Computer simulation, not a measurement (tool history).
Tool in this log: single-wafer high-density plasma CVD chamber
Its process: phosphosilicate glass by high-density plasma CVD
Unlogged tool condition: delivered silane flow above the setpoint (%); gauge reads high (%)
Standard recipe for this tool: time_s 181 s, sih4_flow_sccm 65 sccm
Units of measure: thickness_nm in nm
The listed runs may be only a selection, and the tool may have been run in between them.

| run | hour | time_s | sih4_flow_sccm | wafers since the last listed run | hours since the silane flow controller was replaced | hours since the gauge calibration | read-back reference wafer on the same gauge, thickness_nm | thickness_nm |
|---|---|---|---|---|---|---|---|---|
| 1 | 0 | 181 | 65 | 0 | 3554.7 | 179.2 | 1239.898 | 1055.582 |
| 2 | 35.3 | 181 | 65 | 389 | 3590 | 214.5 | 1240.535 | 1058.969 |
| 3 | 66.6 | 181 | 65 | 345 | 3621.3 | 245.8 | 1239.825 | 1056.88 |
| 4 | 94.1 | 181 | 65 | 303 | 3648.8 | 273.3 | 1239.217 | 1055.026 |
| 5 | 120 | 181 | 65 | 285 | 3674.7 | 299.2 | 1239.779 | 1054.982 |
| 6 | 136.6 | 181 | 65 | 183 | 3691.3 | 315.8 | 1240.207 | 1055.816 |
| 7 | 168.4 | 161 | 61 | 350 | 3723.1 | 347.6 | 1240.558 | 879.781 |
| 8 | 203.2 | 181 | 65 | 383 | 3757.9 | 382.4 | 1239.302 | 1049.64 |
| 9 | 231.2 | 181 | 65 | 308 | 3785.9 | 410.4 | 1239.65 | 1051.389 |
| 10 | 265.3 | 181 | 65 | 375 | 3820 | 444.5 | 1240.368 | 1052.372 |
| 11 | 281.1 | 181 | 65 | 174 | 3835.8 | 460.3 | 1239.784 | 1048.875 |
| 12 | 297.1 | 161 | 65 | 176 | 3851.8 | 476.3 | 1239.644 | 934.481 |
|  | 360 | silane flow controller replaced |
| 13 | 361.3 | 153 | 76 | 619 | 1.3 | 540.5 | 1240.251 | 1093.687 |
| 14 | 389.2 | 146 | 76 | 307 | 29.2 | 568.4 | 1240.398 | 1042.065 |
|  | 392.4 | gauge calibrated |
| 15 | 411.8 | 190 | 69 | 249 | 51.8 | 19.4 | 1240.232 | 1232.995 |
| 16 | 425.8 | 215 | 54 | 154 | 65.8 | 33.4 | 1239.645 | 1092.753 |
| 17 | 461.7 | 211 | 71 | 395 | 101.7 | 69.3 | 1239.534 | 1410.059 |
| 18 | 481.9 | 192 | 61 | 222 | 121.9 | 89.5 | 1239.189 | 1103.952 |
| 19 | 498.8 | 181 | 65 | 186 | 138.8 | 106.4 | 1239.98 | 1104.211 |
| 20 | 524 | 166 | 69 | 277 | 164 | 131.6 | 1239.637 | 1077.759 |

Predict each of these 5 candidate next runs independently; none follows another, all start after run 20:
| A | 524.5 | 181 | 65 | 5 | 164.5 | 132.1 | ? | ? |
| B | 524.5 | 165 | 78 | 5 | 164.5 | 132.1 | ? | ? |
| C | 524.5 | 217 | 53 | 5 | 164.5 | 132.1 | ? | ? |
| D | 524.5 | 157 | 60 | 5 | 164.5 | 132.1 | ? | ? |
| E | 524.5 | 203 | 76 | 5 | 164.5 | 132.1 | ? | ? |

| run | read-back reference wafer on the same gauge, thickness_nm | thickness_nm |
|---|---|---|
| A | 1240.271 | 1106.347 |
| B | 1240.271 | 1210.259 |
| C | 1240.271 | 1081.522 |
| D | 1240.271 | 885.83 |
| E | 1240.271 | 1450.806 |
Take away the tool's hidden state, keep each run's random variation, and the runs would have read:
| run | thickness_nm |
|---|---|
| A | 1108.85 |
| B | 1212.996 |
| C | 1083.968 |
| D | 887.834 |
| E | 1454.087 |
